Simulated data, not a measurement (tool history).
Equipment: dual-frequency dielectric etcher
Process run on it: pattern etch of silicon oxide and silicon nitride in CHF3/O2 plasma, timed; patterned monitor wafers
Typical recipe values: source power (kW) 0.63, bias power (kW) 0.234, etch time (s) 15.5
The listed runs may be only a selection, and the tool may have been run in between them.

run,day,source power (kW),bias power (kW),etch time (s),"read-back reference wafer on the same gauge, depth_nm",mean etch depth across the wafer (angstrom)
1,0,0.7,0.234,15.5,23.43,276.2
2,2.962,0.63,0.234,15.5,23.45,267.5
3,4.267,0.63,0.234,15.5,23.35,268.1
4,6.55,0.63,0.234,15.5,23.37,266.2
5,9.433,0.63,0.234,15.5,23.44,265
6,10.617,0.63,0.234,15.5,23.41,266.5
# day 13.167: wet clean of the chamber
7,13.188,0.63,0.234,15.5,23.39,266.5
8,14.767,0.63,0.234,15.5,23.35,268.2
# day 16.517: bias power generator calibrated
9,16.975,0.76,0.262,13,23.4,244.5
# day 17.9: gauge calibrated
# day 18.667: source power generator calibrated
# day 23.204: upper electrode replaced
10,23.225,0.78,0.234,15.5,23.4,287.9
11,23.938,0.76,0.234,15.5,23.43,285.5
12,26.142,0.78,0.287,12,23.36,233.2

What will run 13 give?
13,28.983,0.63,0.25,12.5,?,?

Run 13 yielded read-back reference wafer on the same gauge, depth_nm 23.37, mean etch depth across the wafer (angstrom) 219.7.
Without the tool's hidden state the same run would have given mean etch depth across the wafer (angstrom) 219.7.

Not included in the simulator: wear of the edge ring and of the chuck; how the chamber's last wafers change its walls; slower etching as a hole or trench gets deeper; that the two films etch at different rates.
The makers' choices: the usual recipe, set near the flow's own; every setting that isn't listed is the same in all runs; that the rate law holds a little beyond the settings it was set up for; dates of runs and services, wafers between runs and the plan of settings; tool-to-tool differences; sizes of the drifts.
